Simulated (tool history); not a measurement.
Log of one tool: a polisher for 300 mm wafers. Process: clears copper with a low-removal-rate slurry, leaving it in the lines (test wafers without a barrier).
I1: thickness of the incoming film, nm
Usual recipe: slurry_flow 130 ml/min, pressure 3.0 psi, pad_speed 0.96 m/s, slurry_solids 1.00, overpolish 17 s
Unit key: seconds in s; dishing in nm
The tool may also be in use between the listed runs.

Run 1, hour 0.0: usual settings but overpolish 12 s; I1 328.7. Result: seconds 131.8 s, dishing 25.2 nm.
At hour 27.6: slurry blender recalibrated.
Run 2, hour 29.7: usual settings but slurry_flow 105 ml/min; I1 333.9. Result: seconds 141.1 s, dishing 32.0 nm.
Run 3, hour 43.3: usual settings; I1 331.8. Result: seconds 134.3 s, dishing 34.0 nm.
Run 4, hour 59.6: usual settings; I1 337.3. Result: seconds 138.7 s, dishing 33.7 nm.
At hour 70.1: worn pad replaced by a new one.
Run 5, hour 73.2: usual settings; I1 334.9. Result: seconds 131.7 s, dishing 34.3 nm.
Run 6, hour 89.2: usual settings; I1 334.6. Result: seconds 135.7 s, dishing 33.9 nm.
Run 7, hour 116.4: usual settings; I1 330.3. Result: seconds 134.7 s, dishing 34.1 nm.
Run 8, hour 129.7: usual settings but pad_speed 0.82 m/s; I1 339.3. Result: seconds 161.3 s, dishing 29.6 nm.
Run 9, hour 159.8: usual settings but pad_speed 0.82 m/s; I1 330.1. Result: seconds 159.6 s, dishing 28.9 nm.
At hour 164.4: worn pad replaced by a new one.
Run 10, hour 176.6: usual settings; I1 337.2. Result: seconds 137.5 s, dishing 33.8 nm.
Run 11, hour 196.1: usual settings but pad_speed 1.20 m/s; I1 334.9. Result: seconds 108.5 s, dishing 40.2 nm.
At hour 202.1: slurry blender recalibrated.
At hour 206.4: head pressure recalibrated.
At hour 275.0: worn pad replaced by a new one.
Run 12, hour 281.3: usual settings; I1 332.0. Result: seconds 135.4 s, dishing 34.4 nm.
Run 13, hour 295.8: usual settings but pad_speed 0.88 m/s; I1 332.0. Result: seconds 145.2 s, dishing 31.7 nm.
Run 14, hour 310.3: usual settings but pad_speed 0.76 m/s; I1 334.1. Result: seconds 174.1 s, dishing 27.8 nm.
Run 15, hour 326.7: usual settings but overpolish 11 s; I1 333.8. Result: seconds 136.1 s, dishing 22.2 nm.
Run 16, hour 339.5: usual settings but pad_speed 1.16 m/s; I1 329.9. Result: seconds 112.8 s, dishing 39.6 nm.
At hour 374.7: slurry blender recalibrated.
At hour 396.1: worn pad replaced by a new one.
Run 17, hour 399.3: usual settings; I1 332.1. Result: seconds 135.6 s, dishing 33.9 nm.
At hour 424.0: slurry nozzle cleaned.
Run 18, hour 429.6: usual settings but pad_speed 1.04 m/s, overpolish 26 s; I1 340.6. Result: seconds 117.8 s, dishing 54.7 nm.
Run 19, hour 444.6: usual settings but slurry_flow 115 ml/min, pressure 2.0 psi, pad_speed 1.10 m/s, slurry_solids 1.15; I1 336.9. Result: seconds 166.4 s, dishing 27.9 nm.
Run 20, hour 466.9: usual settings but slurry_solids 0.75; I1 331.4. Result: seconds 132.9 s, dishing 35.6 nm.
Run 21, hour 501.7: usual settings but slurry_flow 90 ml/min, pressure 4.0 psi, pad_speed 0.68 m/s, slurry_solids 1.20; I1 333.2. Result: seconds 145.3 s, dishing 33.0 nm.
At hour 514.2: worn pad replaced by a new one.
Run 22, hour 524.1: usual settings but slurry_flow 90 ml/min; I1 337.7. Result: seconds 140.1 s, dishing 32.3 nm.
Run 23, hour 547.3: usual settings; I1 340.0. Result: seconds 132.3 s, dishing 34.9 nm.

3 ways to go on from here, each from the tool as it stands after run 23. What would each give?
Run A, hour 547.8: usual settings; I1 328.6. Result: seconds ?, dishing ?.
Run B, hour 547.8: usual settings but slurry_flow 85 ml/min, pressure 3.8 psi, pad_speed 1.28 m/s; I1 328.6. Result: seconds ?, dishing ?.
Run C, hour 547.8: usual settings but overpolish 21 s; I1 328.6. Result: seconds ?, dishing ?.

run  seconds  dishing
  A    126.9     35.7
  B     82.6     52.2
  C    126.9     42.9
What these runs would have given with no unlogged condition in the tool:
run  seconds  dishing
  A    119.3     37.6
  B     76.4     55.7
  C    119.3     45.2
